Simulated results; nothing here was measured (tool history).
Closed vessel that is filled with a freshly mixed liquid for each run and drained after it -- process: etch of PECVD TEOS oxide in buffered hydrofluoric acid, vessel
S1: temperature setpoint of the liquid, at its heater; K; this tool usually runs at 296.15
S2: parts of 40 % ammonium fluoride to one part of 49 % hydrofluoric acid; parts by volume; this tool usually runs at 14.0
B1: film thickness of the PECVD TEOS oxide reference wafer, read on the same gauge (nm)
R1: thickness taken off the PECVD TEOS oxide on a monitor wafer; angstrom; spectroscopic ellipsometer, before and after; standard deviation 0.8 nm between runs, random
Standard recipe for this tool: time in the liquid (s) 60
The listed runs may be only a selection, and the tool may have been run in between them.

{"run": 1, "day": 0.0, "S1": 296.15, "S2": 14.0, "time in the liquid (s)": 60, "B1": 140.84, "R1": 808.9}
{"day": 2.212, "done": "hydrofluoric acid flow meter replaced"}
{"run": 2, "day": 2.642, "S1": 296.15, "S2": 14.0, "time in the liquid (s)": 60, "B1": 141.22, "R1": 797.5}
{"run": 3, "day": 6.962, "S1": 296.15, "S2": 14.0, "time in the liquid (s)": 60, "B1": 141.94, "R1": 803.3}
{"run": 4, "day": 8.829, "S1": 296.15, "S2": 14.0, "time in the liquid (s)": 60, "B1": 142.27, "R1": 826.1}
{"run": 5, "day": 10.567, "S1": 296.15, "S2": 14.0, "time in the liquid (s)": 60, "B1": 142.61, "R1": 816.9}
{"run": 6, "day": 12.625, "S1": 294.65, "S2": 16.5, "time in the liquid (s)": 60, "B1": 143.01, "R1": 633.2}
{"run": 7, "day": 15.8, "S1": 294.65, "S2": 16.5, "time in the liquid (s)": 60, "B1": 143.69, "R1": 648.3}
{"run": 8, "day": 17.446, "S1": 294.65, "S2": 16.5, "time in the liquid (s)": 60, "B1": 144.06, "R1": 640.5}
{"day": 18.129, "done": "thermometer replaced"}
{"run": 9, "day": 21.167, "S1": 296.15, "S2": 14.0, "time in the liquid (s)": 60, "B1": 144.97, "R1": 828.9}
{"run": 10, "day": 24.633, "S1": 296.15, "S2": 14.0, "time in the liquid (s)": 60, "B1": 145.85, "R1": 829.3}
{"run": 11, "day": 26.771, "S1": 296.15, "S2": 14.0, "time in the liquid (s)": 60, "B1": 146.43, "R1": 831.5}
{"day": 27.9, "done": "gauge calibrated"}
{"run": 12, "day": 30.167, "S1": 291.65, "S2": 14.0, "time in the liquid (s)": 50, "B1": 140.31, "R1": 520.8}
{"run": 13, "day": 32.871, "S1": 299.15, "S2": 17.5, "time in the liquid (s)": 45, "B1": 140.37, "R1": 573.9}
{"run": 14, "day": 34.904, "S1": 296.15, "S2": 18.5, "time in the liquid (s)": 95, "B1": 140.44, "R1": 963.1}
{"run": 15, "day": 36.621, "S1": 296.15, "S2": 10.0, "time in the liquid (s)": 75, "B1": 140.49, "R1": 1397.2}
{"run": 16, "day": 40.246, "S1": 297.65, "S2": 9.5, "time in the liquid (s)": 60, "B1": 140.7, "R1": 1246.2}
{"day": 41.596, "done": "hydrofluoric acid flow meter replaced"}
{"run": 17, "day": 42.133, "S1": 293.65, "S2": 15.5, "time in the liquid (s)": 50, "B1": 140.8, "R1": 529.6}
{"run": 18, "day": 45.888, "S1": 296.15, "S2": 14.0, "time in the liquid (s)": 60, "B1": 141.11, "R1": 810.9}
{"run": 19, "day": 48.262, "S1": 298.15, "S2": 14.0, "time in the liquid (s)": 60, "B1": 141.36, "R1": 878.6}
{"day": 48.708, "done": "thermometer replaced"}
{"run": 20, "day": 51.15, "S1": 291.65, "S2": 14.0, "time in the liquid (s)": 95, "B1": 141.68, "R1": 1007.8}
{"run": 21, "day": 54.167, "S1": 292.15, "S2": 14.0, "time in the liquid (s)": 40, "B1": 142.08, "R1": 433.7}
{"run": 22, "day": 57.275, "S1": 298.15, "S2": 14.0, "time in the liquid (s)": 60, "B1": 142.53, "R1": 926.0}
{"run": 23, "day": 63.229, "S1": 294.15, "S2": 15.5, "time in the liquid (s)": 90, "B1": 143.5, "R1": 993.9}

5 ways to go on from here, each from the tool as it stands after run 23. What would each give?
{"run": "A", "day": 63.258, "S1": 296.15, "S2": 14.0, "time in the liquid (s)": 60, "B1": "?", "R1": "?"}
{"run": "B", "day": 63.258, "S1": 293.15, "S2": 8.5, "time in the liquid (s)": 90, "B1": "?", "R1": "?"}
{"run": "C", "day": 63.258, "S1": 296.15, "S2": 17.5, "time in the liquid (s)": 60, "B1": "?", "R1": "?"}
{"run": "D", "day": 63.258, "S1": 291.65, "S2": 14.0, "time in the liquid (s)": 70, "B1": "?", "R1": "?"}
{"run": "E", "day": 63.258, "S1": 298.65, "S2": 19.0, "time in the liquid (s)": 60, "B1": "?", "R1": "?"}

run=A B1=143.49 R1=813.5
run=B B1=143.49 R1=1632.3
run=C B1=143.49 R1=653.2
run=D B1=143.49 R1=738.4
run=E B1=143.49 R1=690.4
Had the tool no hidden state, the same runs would have come out as:
run=A R1=793.6
run=B R1=1592.4
run=C R1=637.2
run=D R1=720.3
run=E R1=673.6
